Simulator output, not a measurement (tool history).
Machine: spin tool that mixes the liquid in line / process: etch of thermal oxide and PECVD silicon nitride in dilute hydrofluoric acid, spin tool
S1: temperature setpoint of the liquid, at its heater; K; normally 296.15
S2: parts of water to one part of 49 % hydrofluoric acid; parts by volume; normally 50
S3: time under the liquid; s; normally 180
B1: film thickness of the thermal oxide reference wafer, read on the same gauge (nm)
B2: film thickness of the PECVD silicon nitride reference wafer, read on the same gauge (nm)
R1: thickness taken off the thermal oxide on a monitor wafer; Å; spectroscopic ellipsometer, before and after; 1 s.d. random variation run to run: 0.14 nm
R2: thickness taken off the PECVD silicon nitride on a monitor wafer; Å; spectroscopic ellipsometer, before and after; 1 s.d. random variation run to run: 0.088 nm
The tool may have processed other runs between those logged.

run	hour	S1	S2	S3	B1	B2	R1	R2
1	0	296.15	50	180	109.99	40.04	183.8	120.3
2	14.3	296.15	50	180	110.01	39.99	184	119.8
# hour 36.4: hydrofluoric acid flow meter replaced
3	47.7	296.15	50	180	109.95	40.01	164.8	107.8
4	128.4	296.15	50	180	109.97	40.05	166.1	107.8
5	153.5	296.15	50	180	110.02	40.02	164.5	109.5
6	173.5	296.15	50	180	110.04	40.03	165.8	109.7
7	192.3	296.15	50	180	110	39.98	167.8	107.6
8	206.8	296.15	50	180	110	39.93	164	108.7
9	233.7	296.15	60	290	109.98	40	221.2	147.4
10	264.8	296.15	70	235	109.96	40.01	153.1	103.2
# hour 275.2: gauge calibrated
11	284.3	296.15	50	255	110	40.04	237.3	155.3
# hour 290: thermometer replaced
12	318.6	296.15	75	80	110.01	40.02	48.6	32.9
13	346.3	294.15	50	240	110	39.96	207.4	129.1
14	361.5	296.15	65	70	110.01	40.05	49.4	33.3
15	388.2	296.15	50	180	110	39.99	169.5	110.2
16	402	296.15	50	235	109.98	39.99	222.8	145.3
17	418.5	296.15	50	180	109.96	40	169.4	109.6
18	445.7	296.15	50	180	109.97	39.99	169.3	112

Forecast run 19:
19	472.5	300.15	25	285	?	?	?	?

{"run 19": {"B1": 110, "B2": 40, "R1": 662.1, "R2": 456.4}}
Without the tool's hidden state the same run would have given R1 632.4 Å, R2 437.4 Å.
